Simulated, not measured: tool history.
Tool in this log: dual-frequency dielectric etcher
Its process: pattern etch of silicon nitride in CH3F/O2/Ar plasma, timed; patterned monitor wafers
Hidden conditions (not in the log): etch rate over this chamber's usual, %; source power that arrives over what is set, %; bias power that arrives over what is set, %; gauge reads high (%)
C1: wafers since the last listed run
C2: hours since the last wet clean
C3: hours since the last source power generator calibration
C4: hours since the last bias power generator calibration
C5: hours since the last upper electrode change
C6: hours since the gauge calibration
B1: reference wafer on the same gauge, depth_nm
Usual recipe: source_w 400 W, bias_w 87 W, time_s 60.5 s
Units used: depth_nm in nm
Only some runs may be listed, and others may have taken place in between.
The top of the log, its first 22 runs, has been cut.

Run 23, hour 1208.0: usual settings; C1 678; C2 208.3; C3 296.0; C4 776.8; C5 507.3; C6 574.9; B1 50.46. Result: depth_nm 44.67 nm.
Run 24, hour 1259.0: usual settings but source_w 470 W, bias_w 93 W, time_s 43.0 s; C1 725; C2 259.3; C3 347.0; C4 827.8; C5 558.3; C6 625.9; B1 50.51. Result: depth_nm 35.63 nm.
Run 25, hour 1330.4: usual settings but source_w 350 W, time_s 78.0 s; C1 1015; C2 330.7; C3 418.4; C4 899.2; C5 629.7; C6 697.3; B1 50.50. Result: depth_nm 53.86 nm.
Run 26, hour 1360.5: usual settings but source_w 330 W, bias_w 104 W, time_s 73.0 s; C1 428; C2 360.8; C3 448.5; C4 929.3; C5 659.8; C6 727.4; B1 50.47. Result: depth_nm 53.36 nm.
Run 27, hour 1394.8: usual settings but source_w 460 W, bias_w 77 W, time_s 54.5 s; C1 487; C2 395.1; C3 482.8; C4 963.6; C5 694.1; C6 761.7; B1 50.49. Result: depth_nm 40.49 nm.
Run 28, hour 1427.6: usual settings but source_w 450 W, bias_w 94 W, time_s 53.5 s; C1 466; C2 427.9; C3 515.6; C4 996.4; C5 726.9; C6 794.5; B1 50.52. Result: depth_nm 43.85 nm.
Run 29, hour 1463.4: usual settings but source_w 490 W, bias_w 103 W, time_s 73.0 s; C1 509; C2 463.7; C3 551.4; C4 1032.2; C5 762.7; C6 830.3; B1 50.48. Result: depth_nm 65.61 nm.
Run 30, hour 1491.2: usual settings; C1 395; C2 491.5; C3 579.2; C4 1060.0; C5 790.5; C6 858.1; B1 50.49. Result: depth_nm 45.02 nm.

4 ways to go on from here, each from the tool as it stands after run 30. What would each give?
Run A, hour 1491.6: usual settings but bias_w 99 W; C1 5; C2 491.9; C3 579.6; C4 1060.4; C5 790.9; C6 858.5; B1 ?. Result: depth_nm ?.
Run B, hour 1491.6: usual settings but time_s 48.0 s; C1 5; C2 491.9; C3 579.6; C4 1060.4; C5 790.9; C6 858.5; B1 ?. Result: depth_nm ?.
Run C, hour 1491.6: usual settings but bias_w 103 W, time_s 42.5 s; C1 5; C2 491.9; C3 579.6; C4 1060.4; C5 790.9; C6 858.5; B1 ?. Result: depth_nm ?.
Run D, hour 1491.6: usual settings but source_w 360 W, bias_w 65 W; C1 5; C2 491.9; C3 579.6; C4 1060.4; C5 790.9; C6 858.5; B1 ?. Result: depth_nm ?.

run     B1  depth_nm
  A  50.58     48.02
  B  50.58     35.59
  C  50.58     34.43
  D  50.58     36.03
The same runs, with their run-to-run variation unchanged, on a tool lacking any hidden condition would have given:
run  depth_nm
  A     47.54
  B     35.25
  C     34.09
  D     35.72
